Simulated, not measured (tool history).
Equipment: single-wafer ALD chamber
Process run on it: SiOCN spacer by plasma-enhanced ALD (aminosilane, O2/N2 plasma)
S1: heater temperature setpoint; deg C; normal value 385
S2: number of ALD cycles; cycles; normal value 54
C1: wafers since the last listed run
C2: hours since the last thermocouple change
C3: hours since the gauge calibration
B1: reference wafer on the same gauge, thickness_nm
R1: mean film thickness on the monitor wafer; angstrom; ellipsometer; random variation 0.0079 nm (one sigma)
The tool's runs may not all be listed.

{"run": 1, "hour": 0.0, "S1": 385, "S2": 54, "C1": 0, "C2": 1329.5, "C3": 790.1, "B1": 3.398, "R1": 30.93}
{"run": 2, "hour": 119.1, "S1": 385, "S2": 54, "C1": 741, "C2": 1448.6, "C3": 909.2, "B1": 3.391, "R1": 30.89}
{"run": 3, "hour": 178.2, "S1": 373, "S2": 54, "C1": 367, "C2": 1507.7, "C3": 968.3, "B1": 3.391, "R1": 30.7}
{"run": 4, "hour": 231.9, "S1": 385, "S2": 54, "C1": 334, "C2": 1561.4, "C3": 1022.0, "B1": 3.388, "R1": 30.82}
{"run": 5, "hour": 274.4, "S1": 385, "S2": 54, "C1": 264, "C2": 1603.9, "C3": 1064.5, "B1": 3.39, "R1": 30.79}
{"run": 6, "hour": 386.3, "S1": 385, "S2": 59, "C1": 696, "C2": 1715.8, "C3": 1176.4, "B1": 3.387, "R1": 33.71}
{"run": 7, "hour": 458.2, "S1": 385, "S2": 59, "C1": 447, "C2": 1787.7, "C3": 1248.3, "B1": 3.385, "R1": 33.55}
{"run": 8, "hour": 502.7, "S1": 385, "S2": 54, "C1": 276, "C2": 1832.2, "C3": 1292.8, "B1": 3.385, "R1": 30.89}
{"run": 9, "hour": 602.1, "S1": 385, "S2": 54, "C1": 618, "C2": 1931.6, "C3": 1392.2, "B1": 3.383, "R1": 30.88}
{"run": 10, "hour": 700.2, "S1": 385, "S2": 54, "C1": 610, "C2": 2029.7, "C3": 1490.3, "B1": 3.378, "R1": 30.84}
{"run": 11, "hour": 790.2, "S1": 385, "S2": 57, "C1": 560, "C2": 2119.7, "C3": 1580.3, "B1": 3.381, "R1": 32.49}
{"run": 12, "hour": 883.9, "S1": 385, "S2": 57, "C1": 583, "C2": 2213.4, "C3": 1674.0, "B1": 3.377, "R1": 32.37}
{"hour": 956.9, "done": "gauge calibrated"}
{"run": 13, "hour": 981.6, "S1": 385, "S2": 54, "C1": 608, "C2": 2311.1, "C3": 24.7, "B1": 3.453, "R1": 31.34}
{"run": 14, "hour": 1036.7, "S1": 399, "S2": 51, "C1": 342, "C2": 2366.2, "C3": 79.8, "B1": 3.443, "R1": 29.65}
{"hour": 1110.3, "done": "thermocouple changed; heater temperature recalibrated"}
{"run": 15, "hour": 1118.3, "S1": 395, "S2": 50, "C1": 458, "C2": 8.0, "C3": 161.4, "B1": 3.43, "R1": 28.9}
{"run": 16, "hour": 1199.9, "S1": 385, "S2": 54, "C1": 507, "C2": 89.6, "C3": 243.0, "B1": 3.418, "R1": 31.06}
{"run": 17, "hour": 1259.2, "S1": 371, "S2": 54, "C1": 369, "C2": 148.9, "C3": 302.3, "B1": 3.411, "R1": 31.15}
{"run": 18, "hour": 1495.8, "S1": 377, "S2": 44, "C1": 1472, "C2": 385.5, "C3": 538.9, "B1": 3.392, "R1": 25.28}
{"run": 19, "hour": 1543.7, "S1": 396, "S2": 45, "C1": 298, "C2": 433.4, "C3": 586.8, "B1": 3.387, "R1": 25.68}
{"run": 20, "hour": 1584.9, "S1": 372, "S2": 47, "C1": 256, "C2": 474.6, "C3": 628.0, "B1": 3.384, "R1": 26.79}
{"run": 21, "hour": 1627.1, "S1": 398, "S2": 60, "C1": 262, "C2": 516.8, "C3": 670.2, "B1": 3.382, "R1": 34.3}
{"run": 22, "hour": 1714.6, "S1": 385, "S2": 54, "C1": 544, "C2": 604.3, "C3": 757.7, "B1": 3.38, "R1": 30.84}
{"run": 23, "hour": 1769.1, "S1": 392, "S2": 58, "C1": 339, "C2": 658.8, "C3": 812.2, "B1": 3.375, "R1": 32.91}
{"run": 24, "hour": 1845.6, "S1": 385, "S2": 45, "C1": 476, "C2": 735.3, "C3": 888.7, "B1": 3.373, "R1": 25.62}

Forecast each of these 5 alternatives for the next run:
{"run": "A", "hour": 1846.1, "S1": 385, "S2": 54, "C1": 3, "C2": 735.8, "C3": 889.2, "B1": "?", "R1": "?"}
{"run": "B", "hour": 1846.1, "S1": 374, "S2": 54, "C1": 3, "C2": 735.8, "C3": 889.2, "B1": "?", "R1": "?"}
{"run": "C", "hour": 1846.1, "S1": 397, "S2": 44, "C1": 3, "C2": 735.8, "C3": 889.2, "B1": "?", "R1": "?"}
{"run": "D", "hour": 1846.1, "S1": 395, "S2": 45, "C1": 3, "C2": 735.8, "C3": 889.2, "B1": "?", "R1": "?"}
{"run": "E", "hour": 1846.1, "S1": 398, "S2": 63, "C1": 3, "C2": 735.8, "C3": 889.2, "B1": "?", "R1": "?"}

run=A B1=3.373 R1=30.78
run=B B1=3.373 R1=30.78
run=C B1=3.373 R1=25.08
run=D B1=3.373 R1=25.65
run=E B1=3.373 R1=35.91
Without the tool's unlogged condition, the same runs would have read:
run=A R1=31.58
run=B R1=31.58
run=C R1=25.73
run=D R1=26.32
run=E R1=36.85

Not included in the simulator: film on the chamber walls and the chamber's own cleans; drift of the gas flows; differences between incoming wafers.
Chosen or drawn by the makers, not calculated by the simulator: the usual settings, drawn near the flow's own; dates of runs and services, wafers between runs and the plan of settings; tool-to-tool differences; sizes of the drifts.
